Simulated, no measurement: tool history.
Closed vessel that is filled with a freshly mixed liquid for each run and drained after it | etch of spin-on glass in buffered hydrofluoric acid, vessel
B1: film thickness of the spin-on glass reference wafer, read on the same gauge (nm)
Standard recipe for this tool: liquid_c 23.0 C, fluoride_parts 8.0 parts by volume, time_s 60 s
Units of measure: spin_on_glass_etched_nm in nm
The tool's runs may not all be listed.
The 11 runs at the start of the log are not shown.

run 12 hour=610.5 | liquid_c=23.0 fluoride_parts=8.0 time_s=45 | B1=150.07 | spin_on_glass_etched_nm=131.18
run 13 hour=657.6 | liquid_c=23.0 fluoride_parts=8.0 time_s=45 | B1=150.00 | spin_on_glass_etched_nm=131.70
run 14 hour=830.9 | liquid_c=23.0 fluoride_parts=8.0 time_s=60 | B1=150.01 | spin_on_glass_etched_nm=176.96
run 15 hour=901.7 | liquid_c=26.5 fluoride_parts=10.0 time_s=75 | B1=150.00 | spin_on_glass_etched_nm=218.62
run 16 hour=954.2 | liquid_c=23.0 fluoride_parts=8.0 time_s=60 | B1=150.02 | spin_on_glass_etched_nm=175.39
run 17 hour=1020.2 | liquid_c=19.0 fluoride_parts=11.0 time_s=30 | B1=149.97 | spin_on_glass_etched_nm=53.34
run 18 hour=1078.4 | liquid_c=23.0 fluoride_parts=8.0 time_s=60 | B1=150.02 | spin_on_glass_etched_nm=176.79
run 19 hour=1106.2 | liquid_c=23.0 fluoride_parts=8.0 time_s=60 | B1=150.02 | spin_on_glass_etched_nm=177.41
run 20 hour=1138.8 | liquid_c=21.5 fluoride_parts=9.0 time_s=50 | B1=149.96 | spin_on_glass_etched_nm=119.18
run 21 hour=1166.3 | liquid_c=23.0 fluoride_parts=6.5 time_s=75 | B1=150.04 | spin_on_glass_etched_nm=275.46
-- hour=1191.9 hydrofluoric acid flow meter replaced
-- hour=1224.0 thermometer replaced
run 22 hour=1232.1 | liquid_c=25.0 fluoride_parts=8.0 time_s=60 | B1=149.95 | spin_on_glass_etched_nm=190.12
run 23 hour=1256.9 | liquid_c=23.0 fluoride_parts=8.0 time_s=60 | B1=149.96 | spin_on_glass_etched_nm=167.90
run 24 hour=1307.9 | liquid_c=23.0 fluoride_parts=8.0 time_s=60 | B1=150.01 | spin_on_glass_etched_nm=171.09
run 25 hour=1347.9 | liquid_c=28.0 fluoride_parts=10.5 time_s=90 | B1=150.04 | spin_on_glass_etched_nm=259.43
run 26 hour=1407.7 | liquid_c=26.0 fluoride_parts=5.5 time_s=75 | B1=150.04 | spin_on_glass_etched_nm=351.93
run 27 hour=1477.4 | liquid_c=27.0 fluoride_parts=8.0 time_s=35 | B1=150.04 | spin_on_glass_etched_nm=122.69
run 28 hour=1527.3 | liquid_c=19.5 fluoride_parts=8.0 time_s=90 | B1=150.00 | spin_on_glass_etched_nm=211.85
run 29 hour=1554.8 | liquid_c=19.0 fluoride_parts=6.5 time_s=60 | B1=150.01 | spin_on_glass_etched_nm=166.99
run 30 hour=1615.8 | liquid_c=25.0 fluoride_parts=8.0 time_s=75 | B1=150.03 | spin_on_glass_etched_nm=238.22
run 31 hour=1657.7 | liquid_c=23.0 fluoride_parts=8.0 time_s=85 | B1=149.93 | spin_on_glass_etched_nm=242.05
run 32 hour=1697.0 | liquid_c=23.0 fluoride_parts=8.0 time_s=60 | B1=150.03 | spin_on_glass_etched_nm=169.85
run 33 hour=1745.5 | liquid_c=24.5 fluoride_parts=9.0 time_s=80 | B1=149.97 | spin_on_glass_etched_nm=218.69

Here are 4 independent what-if runs from the current tool condition. What would each one return?
run A hour=1746.2 | liquid_c=23.0 fluoride_parts=8.0 time_s=60 | B1=? | spin_on_glass_etched_nm=?
run B hour=1746.2 | liquid_c=27.0 fluoride_parts=8.0 time_s=30 | B1=? | spin_on_glass_etched_nm=?
run C hour=1746.2 | liquid_c=24.5 fluoride_parts=10.0 time_s=30 | B1=? | spin_on_glass_etched_nm=?
run D hour=1746.2 | liquid_c=23.0 fluoride_parts=10.5 time_s=60 | B1=? | spin_on_glass_etched_nm=?

run=A B1=149.94 spin_on_glass_etched_nm=173.70
run=B B1=149.94 spin_on_glass_etched_nm=107.78
run=C B1=149.94 spin_on_glass_etched_nm=77.62
run=D B1=149.94 spin_on_glass_etched_nm=136.43
Without the tool's unlogged condition, the same runs would have read:
run=A spin_on_glass_etched_nm=170.03
run=B spin_on_glass_etched_nm=105.56
run=C spin_on_glass_etched_nm=76.00
run=D spin_on_glass_etched_nm=133.55
